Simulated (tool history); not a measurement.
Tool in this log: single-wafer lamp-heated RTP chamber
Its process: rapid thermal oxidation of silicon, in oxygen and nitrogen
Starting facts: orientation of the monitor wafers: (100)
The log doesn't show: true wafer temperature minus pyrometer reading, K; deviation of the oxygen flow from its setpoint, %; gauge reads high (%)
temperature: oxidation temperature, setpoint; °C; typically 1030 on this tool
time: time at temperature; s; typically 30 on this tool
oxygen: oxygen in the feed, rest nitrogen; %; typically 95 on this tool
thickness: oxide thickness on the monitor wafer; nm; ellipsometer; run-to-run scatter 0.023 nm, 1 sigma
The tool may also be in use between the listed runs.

| run | hour | temperature | time | oxygen | wafers since the last listed run | wafers since the last pyrometer calibration | hours since the oxygen flow controller was replaced | hours since the gauge calibration | read-back reference wafer on the same gauge, thickness | thickness |
|---|---|---|---|---|---|---|---|---|---|---|
| 1 | 0 | 1030 | 30 | 95 | 0 | 4970 | 5082.2 | 351.9 | 4.219 | 5.336 |
| 2 | 18.3 | 1007 | 30 | 95 | 188 | 5159 | 5100.5 | 370.2 | 4.223 | 4.549 |
| 3 | 38.6 | 1039 | 30 | 98 | 209 | 5368 | 5120.8 | 390.5 | 4.22 | 5.751 |
| 4 | 57.5 | 1030 | 30 | 95 | 195 | 5563 | 5139.7 | 409.4 | 4.221 | 5.338 |
| 5 | 86 | 1030 | 30 | 95 | 294 | 5858 | 5168.2 | 437.9 | 4.219 | 5.39 |
| 6 | 108.2 | 1030 | 24 | 95 | 229 | 6087 | 5190.4 | 460.1 | 4.221 | 4.888 |
| 7 | 123.9 | 1030 | 30 | 95 | 162 | 6249 | 5206.1 | 475.8 | 4.223 | 5.384 |
| 8 | 156.1 | 1030 | 30 | 95 | 332 | 6582 | 5238.3 | 508 | 4.221 | 5.394 |
| 9 | 175.4 | 1030 | 30 | 95 | 199 | 6781 | 5257.6 | 527.3 | 4.219 | 5.465 |
| 10 | 194.2 | 1030 | 30 | 95 | 194 | 6975 | 5276.4 | 546.1 | 4.222 | 5.427 |
| 11 | 207 | 1019 | 30 | 95 | 132 | 7107 | 5289.2 | 558.9 | 4.224 | 5.037 |
| 12 | 241.7 | 1019 | 30 | 95 | 358 | 7465 | 5323.9 | 593.6 | 4.22 | 5.004 |
|  | 263.1 | pyrometer window cleaned and pyrometer calibrated |
| 13 | 302 | 1004 | 36 | 80 | 540 | 401 | 5384.2 | 653.9 | 4.219 | 4.784 |
|  | 313.4 | oxygen flow controller replaced |
| 14 | 315.4 | 1005 | 43 | 76 | 55 | 457 | 2 | 667.3 | 4.22 | 5.081 |
| 15 | 338.8 | 1030 | 30 | 95 | 241 | 698 | 25.4 | 690.7 | 4.217 | 5.644 |
| 16 | 352 | 1030 | 30 | 95 | 136 | 835 | 38.6 | 703.9 | 4.22 | 5.643 |
|  | 352.6 | gauge calibrated |
|  | 370.4 | pyrometer window cleaned and pyrometer calibrated, repeated, since the last time left the tool worse |
| 17 | 386.7 | 1058 | 24 | 98 | 275 | 168 | 73.3 | 34.1 | 4.22 | 5.867 |
| 18 | 406.2 | 1030 | 30 | 95 | 201 | 369 | 92.8 | 53.6 | 4.226 | 5.267 |
| 19 | 441.6 | 1030 | 37 | 98 | 365 | 735 | 128.2 | 89 | 4.222 | 5.812 |
| 20 | 467.9 | 1039 | 17 | 98 | 271 | 1006 | 154.5 | 115.3 | 4.219 | 4.494 |
| 21 | 481.3 | 1041 | 40 | 95 | 138 | 1145 | 167.9 | 128.7 | 4.221 | 6.477 |
| 22 | 493.7 | 1041 | 24 | 95 | 128 | 1273 | 180.3 | 141.1 | 4.226 | 5.26 |
| 23 | 519.9 | 1007 | 30 | 98 | 270 | 1543 | 206.5 | 167.3 | 4.221 | 4.555 |
| 24 | 541.9 | 1030 | 30 | 95 | 227 | 1770 | 228.5 | 189.3 | 4.22 | 5.26 |
| 25 | 576.8 | 1054 | 20 | 98 | 360 | 2131 | 263.4 | 224.2 | 4.22 | 5.331 |

Below are 3 alternative next runs, each starting from the tool's condition after run 25. Predict each:
| A | 577.3 | 1030 | 30 | 95 | 5 | 2136 | 263.9 | 224.7 | ? | ? |
| B | 577.3 | 1030 | 30 | 98 | 5 | 2136 | 263.9 | 224.7 | ? | ? |
| C | 577.3 | 1005 | 24 | 66 | 5 | 2136 | 263.9 | 224.7 | ? | ? |

| run | read-back reference wafer on the same gauge, thickness | thickness |
|---|---|---|
| A | 4.223 | 5.32 |
| B | 4.223 | 5.377 |
| C | 4.223 | 3.648 |
Take away the tool's hidden state, keep each run's random variation, and the runs would have read:
| run | thickness |
|---|---|
| A | 5.277 |
| B | 5.334 |
| C | 3.621 |
